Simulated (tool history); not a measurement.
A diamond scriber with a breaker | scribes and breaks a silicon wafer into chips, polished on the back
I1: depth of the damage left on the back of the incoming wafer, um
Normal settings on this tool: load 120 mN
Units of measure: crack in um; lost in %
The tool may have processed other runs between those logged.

Run 1, hour 0: usual settings; I1 0.03. Result: crack 13.86 um, lost 1.55 %.
Run 2, hour 89.7: usual settings; I1 0.05. Result: crack 13.13 um, lost 1.91 %.
Run 3, hour 329.4: usual settings but load 95 mN; I1 0.03. Result: crack 10.87 um, lost 6.43 %.
Run 4, hour 417.2: usual settings but load 95 mN; I1 0.03. Result: crack 10.86 um, lost 6.7 %.
Run 5, hour 459.2: usual settings; I1 0.02. Result: crack 12.29 um, lost 2.53 %.
Run 6, hour 550.8: usual settings but load 143 mN; I1 0.02. Result: crack 13.85 um, lost 1.45 %.
Run 7, hour 653: usual settings but load 143 mN; I1 0.05. Result: crack 14.06 um, lost 1.53 %.
At hour 676.5: diamond tip replaced by a new one.
At hour 707.4: load on the tip recalibrated.
Run 8, hour 760: usual settings but load 98 mN; I1 0.03. Result: crack 11.59 um, lost 4.39 %.
Run 9, hour 804.4: usual settings but load 98 mN; I1 0.05. Result: crack 11.51 um, lost 5 %.
Run 10, hour 881: usual settings but load 98 mN; I1 0.03. Result: crack 11 um, lost 5.97 %.
Run 11, hour 921.7: usual settings; I1 0.05. Result: crack 12.2 um, lost 2.79 %.
Run 12, hour 1004.9: usual settings but load 94 mN; I1 0.02. Result: crack 10.51 um, lost 8.34 %.
Run 13, hour 1093.3: usual settings but load 94 mN; I1 0.01. Result: crack 10.72 um, lost 8.88 %.
Run 14, hour 1130.6: usual settings but load 94 mN; I1 0.02. Result: crack 10.59 um, lost 9.12 %.
Run 15, hour 1176.6: usual settings; I1 0.04. Result: crack 11.89 um, lost 3.53 %.
Run 16, hour 1220.7: usual settings; I1 0.02. Result: crack 12.36 um, lost 3.44 %.
Run 17, hour 1264.9: usual settings; I1 0.04. Result: crack 11.7 um, lost 3.18 %.
Run 18, hour 1350.4: usual settings; I1 0.04. Result: crack 11.95 um, lost 3.45 %.
At hour 1402.4: diamond tip replaced by a new one.
Run 19, hour 1496.4: usual settings; I1 0.03. Result: crack 13.52 um, lost 1.71 %.
Run 20, hour 1603.9: usual settings but load 111 mN; I1 0.02. Result: crack 12.46 um, lost 2.39 %.
At hour 1645.5: load on the tip recalibrated.
Run 21, hour 1655.6: usual settings; I1 0.02. Result: crack 12.18 um, lost 3.14 %.
Run 22, hour 1715.8: usual settings but load 90 mN; I1 0.04. Result: crack 10.21 um, lost 9.66 %.

Predict the results of run 23:
Run 23, hour 1797.9: usual settings; I1 0.05. Result: crack ?, lost ?.

crack: 12.16 um
lost: 3.87 %
With no hidden state in the tool, this same run would have given crack 14.27 um, lost 1.55 %.
